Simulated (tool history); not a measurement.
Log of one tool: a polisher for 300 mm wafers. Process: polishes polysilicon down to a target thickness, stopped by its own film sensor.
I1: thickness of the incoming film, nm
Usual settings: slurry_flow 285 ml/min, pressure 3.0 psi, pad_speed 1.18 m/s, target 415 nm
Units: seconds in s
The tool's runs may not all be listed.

Run 1, hour 0.0: usual settings; I1 1013.4. Result: seconds 56.7 s.
Run 2, hour 13.2: usual settings but pad_speed 1.42 m/s; I1 996.0. Result: seconds 45.8 s.
Run 3, hour 31.9: usual settings but pad_speed 1.42 m/s; I1 996.5. Result: seconds 46.2 s.
Run 4, hour 62.6: usual settings but pad_speed 1.42 m/s; I1 1017.0. Result: seconds 48.3 s.
At hour 98.8: worn pad replaced by a new one.
Run 5, hour 99.3: usual settings; I1 1011.2. Result: seconds 52.3 s.
Run 6, hour 113.7: usual settings; I1 1013.4. Result: seconds 53.4 s.
Run 7, hour 126.7: usual settings; I1 1007.0. Result: seconds 52.5 s.
Run 8, hour 151.7: usual settings but slurry_flow 235 ml/min, target 278 nm; I1 999.7. Result: seconds 68.8 s.
Run 9, hour 175.4: usual settings; I1 1022.9. Result: seconds 57.5 s.
Run 10, hour 198.6: usual settings but pressure 2.3 psi; I1 998.4. Result: seconds 72.5 s.
Run 11, hour 225.7: usual settings but pressure 2.3 psi; I1 1029.4. Result: seconds 75.4 s.
Run 12, hour 240.9: usual settings but pressure 2.3 psi; I1 1020.2. Result: seconds 77.8 s.
At hour 260.1: head pressure recalibrated.
Run 13, hour 260.6: usual settings; I1 1009.6. Result: seconds 56.6 s.
At hour 290.1: worn pad replaced by a new one, of another model than before.
Run 14, hour 293.6: usual settings; I1 1010.2. Result: seconds 53.9 s.
At hour 296.6: slurry nozzle cleaned.
Run 15, hour 325.8: usual settings; I1 1024.1. Result: seconds 57.5 s.
Run 16, hour 338.7: usual settings but pressure 3.5 psi; I1 995.3. Result: seconds 49.6 s.
Run 17, hour 372.7: usual settings but pressure 3.5 psi; I1 1018.6. Result: seconds 52.0 s.
Run 18, hour 387.1: usual settings but pressure 3.5 psi; I1 1022.8. Result: seconds 52.7 s.
Run 19, hour 418.1: usual settings but slurry_flow 255 ml/min, pressure 2.4 psi, pad_speed 1.58 m/s, target 334 nm; I1 1011.5. Result: seconds 61.6 s.
Run 20, hour 435.4: usual settings but slurry_flow 250 ml/min, pressure 2.3 psi, pad_speed 1.42 m/s, target 616 nm; I1 1021.4. Result: seconds 41.5 s.
At hour 466.2: worn pad replaced by a new one.
Run 21, hour 466.7: usual settings but pressure 2.4 psi, pad_speed 1.44 m/s; I1 990.9. Result: seconds 52.7 s.
Run 22, hour 536.0: usual settings but pressure 3.5 psi, target 292 nm; I1 1000.8. Result: seconds 61.8 s.
Run 23, hour 571.7: usual settings; I1 1017.9. Result: seconds 58.6 s.
Run 24, hour 590.9: usual settings but pressure 3.3 psi, target 348 nm; I1 1012.3. Result: seconds 58.6 s.
Run 25, hour 614.0: usual settings but slurry_flow 335 ml/min, target 212 nm; I1 1024.3. Result: seconds 79.0 s.
Run 26, hour 631.9: usual settings; I1 1014.4. Result: seconds 57.6 s.
At hour 647.2: worn pad replaced by a new one.
At hour 648.9: head pressure recalibrated.
Run 27, hour 653.9: usual settings but slurry_flow 210 ml/min; I1 1010.0. Result: seconds 58.3 s.
Run 28, hour 671.2: usual settings but pressure 3.6 psi, pad_speed 1.28 m/s, target 351 nm; I1 1014.4. Result: seconds 51.4 s.
Run 29, hour 684.4: usual settings but pad_speed 1.54 m/s, target 485 nm; I1 1013.5. Result: seconds 41.8 s.
Run 30, hour 705.6: usual settings; I1 996.9. Result: seconds 54.1 s.
Run 31, hour 735.1: usual settings but pressure 2.7 psi, pad_speed 0.92 m/s; I1 1005.8. Result: seconds 70.7 s.
Run 32, hour 765.8: usual settings but pad_speed 1.34 m/s; I1 996.8. Result: seconds 50.6 s.
Run 33, hour 781.0: usual settings; I1 1004.2. Result: seconds 55.7 s.
At hour 798.3: worn pad replaced by a new one.
Run 34, hour 812.1: usual settings but slurry_flow 200 ml/min, pad_speed 1.30 m/s, target 294 nm; I1 1014.5. Result: seconds 64.0 s.
Run 35, hour 846.3: usual settings; I1 1023.7. Result: seconds 56.3 s.
Run 36, hour 871.1: usual settings but pad_speed 1.00 m/s; I1 996.9. Result: seconds 60.9 s.

Forecast each of these 3 alternatives for the next run:
Run A, hour 871.5: usual settings but pad_speed 0.92 m/s; I1 1011.2. Result: seconds ?.
Run B, hour 871.5: usual settings but slurry_flow 370 ml/min, target 247 nm; I1 1011.2. Result: seconds ?.
Run C, hour 871.5: usual settings but slurry_flow 375 ml/min, pressure 3.6 psi, pad_speed 1.06 m/s; I1 1011.2. Result: seconds ?.

run  seconds
  A     68.3
  B     71.4
  C     53.1
Without the tool's hidden state the same runs would have given:
run  seconds
  A     64.5
  B     67.5
  C     50.2
